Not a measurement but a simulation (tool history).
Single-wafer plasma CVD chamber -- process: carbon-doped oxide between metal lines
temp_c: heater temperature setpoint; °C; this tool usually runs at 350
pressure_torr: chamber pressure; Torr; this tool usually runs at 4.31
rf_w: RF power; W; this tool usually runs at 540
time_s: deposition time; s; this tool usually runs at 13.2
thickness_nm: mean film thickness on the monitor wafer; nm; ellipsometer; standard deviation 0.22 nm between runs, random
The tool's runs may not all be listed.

run	hour	temp_c	pressure_torr	rf_w	time_s	wafers since the last listed run	hours since the last thermocouple change	hours since the last RF generator calibration	hours since the last manometer calibration	hours since the showerhead was replaced	hours since the gauge calibration	read-back reference wafer on the same gauge, thickness_nm	thickness_nm
1	0.0	350	4.31	540	13.2	0	1069.7	2072.5	1215.5	3115.5	1018.3	57.326	63.741
# hour 27.1: capacitance manometer re-zeroed and calibrated
2	27.6	350	4.31	540	13.2	508	1097.3	2100.1	0.5	3143.1	1045.9	57.305	62.275
# hour 50.3: thermocouple changed; heater temperature recalibrated
3	50.8	350	4.31	540	14.1	394	0.5	2123.3	23.7	3166.3	1069.1	57.338	66.554
4	79.8	350	4.31	540	14.1	752	29.5	2152.3	52.7	3195.3	1098.1	57.333	66.640
5	100.1	350	4.31	540	13.2	526	49.8	2172.6	73.0	3215.6	1118.4	57.283	62.210
6	135.9	350	4.31	540	15.2	929	85.6	2208.4	108.8	3251.4	1154.2	57.302	71.507
7	153.3	350	4.78	540	13.2	451	103.0	2225.8	126.2	3268.8	1171.6	57.275	63.594
8	185.3	340	4.31	540	10.8	830	135.0	2257.8	158.2	3300.8	1203.6	57.310	52.508
# hour 203.7: RF generator calibrated
9	218.3	350	4.94	575	11.1	648	168.0	14.6	191.2	3333.8	1236.6	57.274	62.023
10	237.8	350	4.31	510	15.8	506	187.5	34.1	210.7	3353.3	1256.1	57.316	76.979
11	260.6	350	5.01	630	13.2	591	210.3	56.9	233.5	3376.1	1278.9	57.307	79.031
12	284.4	350	4.31	540	13.2	617	234.1	80.7	257.3	3399.9	1302.7	57.309	67.454
13	310.0	344	4.31	540	13.2	664	259.7	106.3	282.9	3425.5	1328.3	57.305	69.080
14	333.4	350	4.59	540	11.5	607	283.1	129.7	306.3	3448.9	1351.7	57.293	59.876
# hour 350.1: gauge calibrated
15	363.9	350	4.31	540	13.2	791	313.6	160.2	336.8	3479.4	13.8	57.296	67.832
16	390.5	350	4.31	600	13.2	690	340.2	186.8	363.4	3506.0	40.4	57.344	73.924
17	403.8	346	4.31	490	13.2	345	353.5	200.1	376.7	3519.3	53.7	57.298	62.937
# hour 419.5: showerhead replaced
18	437.2	350	3.69	540	13.2	659	386.9	233.5	410.1	17.7	87.1	57.312	65.675
19	473.0	350	4.31	510	13.2	929	422.7	269.3	445.9	53.5	122.9	57.299	64.556
20	489.8	350	4.31	485	13.2	436	439.5	286.1	462.7	70.3	139.7	57.338	61.803
21	504.9	350	4.31	540	13.2	391	454.6	301.2	477.8	85.4	154.8	57.301	67.312
22	532.3	350	5.06	605	10.6	711	482.0	328.6	505.2	112.8	182.2	57.288	61.480
23	565.2	350	4.64	575	13.2	854	514.9	361.5	538.1	145.7	215.1	57.267	71.898
24	579.4	350	4.31	540	15.4	368	529.1	375.7	552.3	159.9	229.3	57.315	78.555
25	595.0	359	4.88	540	12.1	404	544.7	391.3	567.9	175.5	244.9	57.298	62.176
26	615.1	350	4.31	540	13.2	521	564.8	411.4	588.0	195.6	265.0	57.242	67.577
27	637.6	341	3.70	540	13.2	584	587.3	433.9	610.5	218.1	287.5	57.303	67.234
28	660.5	335	4.70	635	11.2	594	610.2	456.8	633.4	241.0	310.4	57.330	69.369
29	673.7	350	4.31	540	13.2	342	623.4	470.0	646.6	254.2	323.6	57.315	67.093

Run-by-run hidden state of the tool:
wafer temperature above the value expected at the setpoint (K): 0 on each run
gauge reads high (%): 0 on each run
H1: delivered RF power above the setpoint (%)
H2: true pressure above the setpoint (%)
run	H1	H2
1	-8.92	9.03
2	-9.03	0.391
3	-9.11	0.878
4	-9.22	1.45
5	-9.29	1.82
6	-9.42	2.43
7	-9.49	2.71
8	-9.6	3.19
9	-0.409	3.65
10	-0.481	3.9
11	-0.564	4.18
12	-0.652	4.45
13	-0.746	4.73
14	-0.831	4.97
15	-0.943	5.26
16	-1.04	5.49
17	-1.09	5.6
18	-1.21	5.87
19	-1.34	6.12
20	-1.41	6.24
21	-1.46	6.33
22	-1.56	6.5
23	-1.68	6.69
24	-1.73	6.76
25	-1.79	6.84
26	-1.86	6.94
27	-1.95	7.05
28	-2.03	7.15
29	-2.08	7.2
